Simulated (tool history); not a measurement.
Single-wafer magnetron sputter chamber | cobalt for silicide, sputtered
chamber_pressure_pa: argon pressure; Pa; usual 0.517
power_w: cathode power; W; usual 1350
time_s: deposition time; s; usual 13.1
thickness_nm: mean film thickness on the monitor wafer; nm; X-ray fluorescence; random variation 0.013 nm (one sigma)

| run | hour | chamber_pressure_pa | power_w | time_s | read-back reference wafer on the same gauge, thickness_nm | thickness_nm |
|---|---|---|---|---|---|---|
| 1 | 0 | 0.517 | 1350 | 13.1 | 6.742 | 8.302 |
|  | 3.1 | gauge calibrated |
| 2 | 12.8 | 0.517 | 1350 | 11.5 | 6.737 | 7.291 |
| 3 | 23.9 | 0.517 | 1200 | 13.1 | 6.739 | 7.345 |
|  | 35.4 | sputter target and shields replaced |
| 4 | 35.9 | 0.517 | 1200 | 13.1 | 6.742 | 7.439 |
| 5 | 42.2 | 0.517 | 1400 | 13.1 | 6.74 | 8.677 |
| 6 | 52.1 | 0.517 | 1400 | 13.1 | 6.741 | 8.66 |
| 7 | 60.8 | 0.517 | 1400 | 13.1 | 6.74 | 8.65 |
| 8 | 72.5 | 0.675 | 1550 | 13.1 | 6.737 | 9.114 |
| 9 | 89 | 0.517 | 1350 | 13.1 | 6.741 | 8.323 |
| 10 | 96.1 | 0.517 | 1350 | 13.1 | 6.741 | 8.302 |
| 11 | 103.9 | 0.517 | 1350 | 13.1 | 6.739 | 8.322 |
| 12 | 121.4 | 0.517 | 1350 | 13.1 | 6.741 | 8.25 |
| 13 | 133.5 | 0.517 | 1350 | 13.1 | 6.74 | 8.247 |
|  | 142.2 | gauge calibrated |
| 14 | 150.4 | 0.517 | 1350 | 13.1 | 6.738 | 8.21 |
|  | 161.1 | sputter target and shields replaced |
| 15 | 166.1 | 0.356 | 1150 | 13.1 | 6.743 | 7.504 |
| 16 | 174.5 | 0.674 | 1100 | 11.8 | 6.742 | 5.832 |
| 17 | 181.6 | 0.455 | 1250 | 11.9 | 6.737 | 7.171 |
| 18 | 190.1 | 0.517 | 1100 | 13.1 | 6.738 | 6.819 |
|  | 204.7 | capacitance manometer re-zeroed and calibrated |
|  | 206.7 | magnet pack replaced |
| 19 | 207.2 | 0.517 | 1600 | 14.6 | 6.737 | 11.011 |
| 20 | 215.7 | 0.608 | 1200 | 11.9 | 6.739 | 6.531 |
| 21 | 222.2 | 0.668 | 1500 | 15.1 | 6.746 | 10.146 |
| 22 | 237.9 | 0.517 | 1350 | 13.1 | 6.743 | 8.289 |
| 23 | 245.8 | 0.517 | 1350 | 13.1 | 6.739 | 8.275 |
| 24 | 253 | 0.517 | 1600 | 14.5 | 6.74 | 10.826 |
|  | 273.2 | sputter target and shields replaced |
| 25 | 273.7 | 0.359 | 1350 | 13.1 | 6.736 | 8.811 |
| 26 | 277.1 | 0.443 | 1500 | 15.1 | 6.74 | 10.993 |
|  | 284.2 | gauge calibrated |
| 27 | 284.2 | 0.517 | 1350 | 13.1 | 6.74 | 8.356 |
| 28 | 290.4 | 0.594 | 1650 | 11.6 | 6.743 | 8.814 |

Forecast each of these 3 alternatives for the next run:
| A | 290.8 | 0.517 | 1350 | 13.1 | ? | ? |
| B | 290.8 | 0.517 | 1500 | 14.8 | ? | ? |
| C | 290.8 | 0.458 | 1550 | 13.1 | ? | ? |

| run | read-back reference wafer on the same gauge, thickness_nm | thickness_nm |
|---|---|---|
| A | 6.737 | 8.388 |
| B | 6.737 | 10.53 |
| C | 6.737 | 9.815 |
Without the tool's hidden state the same runs would have given:
| run | thickness_nm |
|---|---|
| A | 8.402 |
| B | 10.547 |
| C | 9.831 |
